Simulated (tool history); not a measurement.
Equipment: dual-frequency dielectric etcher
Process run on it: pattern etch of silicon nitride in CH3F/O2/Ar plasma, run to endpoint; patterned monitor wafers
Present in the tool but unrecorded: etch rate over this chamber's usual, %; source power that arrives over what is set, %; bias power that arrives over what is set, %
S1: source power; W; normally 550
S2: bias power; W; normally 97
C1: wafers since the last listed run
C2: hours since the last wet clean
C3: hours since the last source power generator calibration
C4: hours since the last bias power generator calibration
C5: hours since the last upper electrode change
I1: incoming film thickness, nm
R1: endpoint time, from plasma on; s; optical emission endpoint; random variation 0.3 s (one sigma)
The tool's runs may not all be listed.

run 1 hour=0.0 | S1=550 S2=97 | C1=0 C2=357.8 C3=4333.1 C4=2763.4 C5=3905.6 | I1=46.07 | R1=55.1
run 2 hour=28.6 | S1=550 S2=92 | C1=439 C2=386.4 C3=4361.7 C4=2792.0 C5=3934.2 | I1=46.19 | R1=56.1
run 3 hour=56.1 | S1=550 S2=92 | C1=423 C2=413.9 C3=4389.2 C4=2819.5 C5=3961.7 | I1=46.07 | R1=55.6
run 4 hour=82.6 | S1=550 S2=97 | C1=407 C2=440.4 C3=4415.7 C4=2846.0 C5=3988.2 | I1=46.19 | R1=55.3
run 5 hour=110.8 | S1=550 S2=97 | C1=433 C2=468.6 C3=4443.9 C4=2874.2 C5=4016.4 | I1=46.01 | R1=54.6
run 6 hour=123.8 | S1=550 S2=97 | C1=199 C2=481.6 C3=4456.9 C4=2887.2 C5=4029.4 | I1=45.76 | R1=54.4
-- hour=168.6 wet clean of the chamber
run 7 hour=169.1 | S1=650 S2=97 | C1=327 C2=0.5 C3=4502.2 C4=2932.5 C5=4074.7 | I1=45.84 | R1=52.9
run 8 hour=169.5 | S1=650 S2=97 | C1=6 C2=0.9 C3=4502.6 C4=2932.9 C5=4075.1 | I1=45.89 | R1=52.9
-- hour=190.4 source power generator calibrated
run 9 hour=194.8 | S1=650 S2=97 | C1=327 C2=26.2 C3=4.4 C4=2958.2 C5=4100.4 | I1=46.15 | R1=52.8
run 10 hour=228.5 | S1=550 S2=97 | C1=518 C2=59.9 C3=38.1 C4=2991.9 C5=4134.1 | I1=46.25 | R1=56.3
run 11 hour=336.3 | S1=550 S2=97 | C1=1658 C2=167.7 C3=145.9 C4=3099.7 C5=4241.9 | I1=46.05 | R1=56.0
-- hour=367.0 upper electrode replaced
run 12 hour=368.3 | S1=520 S2=97 | C1=123 C2=199.7 C3=177.9 C4=3131.7 C5=1.3 | I1=46.20 | R1=56.7
run 13 hour=396.8 | S1=550 S2=97 | C1=438 C2=228.2 C3=206.4 C4=3160.2 C5=29.8 | I1=46.07 | R1=55.4
run 14 hour=411.9 | S1=670 S2=114 | C1=232 C2=243.3 C3=221.5 C4=3175.3 C5=44.9 | I1=46.73 | R1=50.5
run 15 hour=443.0 | S1=550 S2=87 | C1=478 C2=274.4 C3=252.6 C4=3206.4 C5=76.0 | I1=46.01 | R1=57.2
run 16 hour=462.5 | S1=550 S2=97 | C1=299 C2=293.9 C3=272.1 C4=3225.9 C5=95.5 | I1=46.32 | R1=55.8
run 17 hour=478.4 | S1=550 S2=97 | C1=244 C2=309.8 C3=288.0 C4=3241.8 C5=111.4 | I1=45.99 | R1=55.2
run 18 hour=512.6 | S1=550 S2=111 | C1=526 C2=344.0 C3=322.2 C4=3276.0 C5=145.6 | I1=45.60 | R1=52.7
run 19 hour=527.1 | S1=480 S2=97 | C1=223 C2=358.5 C3=336.7 C4=3290.5 C5=160.1 | I1=45.88 | R1=57.8
run 20 hour=562.4 | S1=640 S2=119 | C1=542 C2=393.8 C3=372.0 C4=3325.8 C5=195.4 | I1=46.25 | R1=49.2
-- hour=569.3 bias power generator calibrated
run 21 hour=582.8 | S1=640 S2=79 | C1=252 C2=414.2 C3=392.4 C4=13.5 C5=215.8 | I1=46.62 | R1=55.2
run 22 hour=601.1 | S1=550 S2=97 | C1=281 C2=432.5 C3=410.7 C4=31.8 C5=234.1 | I1=45.91 | R1=54.0
run 23 hour=622.7 | S1=550 S2=97 | C1=332 C2=454.1 C3=432.3 C4=53.4 C5=255.7 | I1=46.16 | R1=54.3
run 24 hour=656.5 | S1=550 S2=111 | C1=519 C2=487.9 C3=466.1 C4=87.2 C5=289.5 | I1=45.88 | R1=52.4
run 25 hour=670.5 | S1=550 S2=97 | C1=215 C2=501.9 C3=480.1 C4=101.2 C5=303.5 | I1=45.80 | R1=54.3
run 26 hour=702.1 | S1=410 S2=90 | C1=486 C2=533.5 C3=511.7 C4=132.8 C5=335.1 | I1=45.91 | R1=60.6
run 27 hour=723.0 | S1=550 S2=97 | C1=321 C2=554.4 C3=532.6 C4=153.7 C5=356.0 | I1=45.91 | R1=53.6
run 28 hour=747.4 | S1=650 S2=74 | C1=375 C2=578.8 C3=557.0 C4=178.1 C5=380.4 | I1=46.48 | R1=55.0
-- hour=790.8 wet clean of the chamber
run 29 hour=791.3 | S1=550 S2=77 | C1=306 C2=0.5 C3=600.9 C4=222.0 C5=424.3 | I1=46.18 | R1=60.6
run 30 hour=801.7 | S1=460 S2=110 | C1=159 C2=10.9 C3=611.3 C4=232.4 C5=434.7 | I1=45.97 | R1=58.7
run 31 hour=831.1 | S1=650 S2=111 | C1=452 C2=40.3 C3=640.7 C4=261.8 C5=464.1 | I1=46.19 | R1=51.6
run 32 hour=862.4 | S1=510 S2=89 | C1=481 C2=71.6 C3=672.0 C4=293.1 C5=495.4 | I1=46.14 | R1=59.6
run 33 hour=893.4 | S1=510 S2=81 | C1=476 C2=102.6 C3=703.0 C4=324.1 C5=526.4 | I1=46.22 | R1=60.5
run 34 hour=927.5 | S1=490 S2=87 | C1=524 C2=136.7 C3=737.1 C4=358.2 C5=560.5 | I1=46.10 | R1=60.4

5 options for the next run, each taken on its own from the tool as it stands now. Forecast them:
run A hour=927.9 | S1=550 S2=85 | C1=6 C2=137.1 C3=737.5 C4=358.6 C5=560.9 | I1=45.89 | R1=?
run B hour=927.9 | S1=600 S2=106 | C1=6 C2=137.1 C3=737.5 C4=358.6 C5=560.9 | I1=45.89 | R1=?
run C hour=927.9 | S1=470 S2=82 | C1=6 C2=137.1 C3=737.5 C4=358.6 C5=560.9 | I1=45.89 | R1=?
run D hour=927.9 | S1=460 S2=97 | C1=6 C2=137.1 C3=737.5 C4=358.6 C5=560.9 | I1=45.89 | R1=?
run E hour=927.9 | S1=490 S2=112 | C1=6 C2=137.1 C3=737.5 C4=358.6 C5=560.9 | I1=45.89 | R1=?

run=A R1=58.5
run=B R1=53.7
run=C R1=62.4
run=D R1=60.3
run=E R1=56.8
Take away the tool's hidden state, keep each run's random variation, and the runs would have read:
run=A R1=59.1
run=B R1=54.2
run=C R1=63.0
run=D R1=60.9
run=E R1=57.4

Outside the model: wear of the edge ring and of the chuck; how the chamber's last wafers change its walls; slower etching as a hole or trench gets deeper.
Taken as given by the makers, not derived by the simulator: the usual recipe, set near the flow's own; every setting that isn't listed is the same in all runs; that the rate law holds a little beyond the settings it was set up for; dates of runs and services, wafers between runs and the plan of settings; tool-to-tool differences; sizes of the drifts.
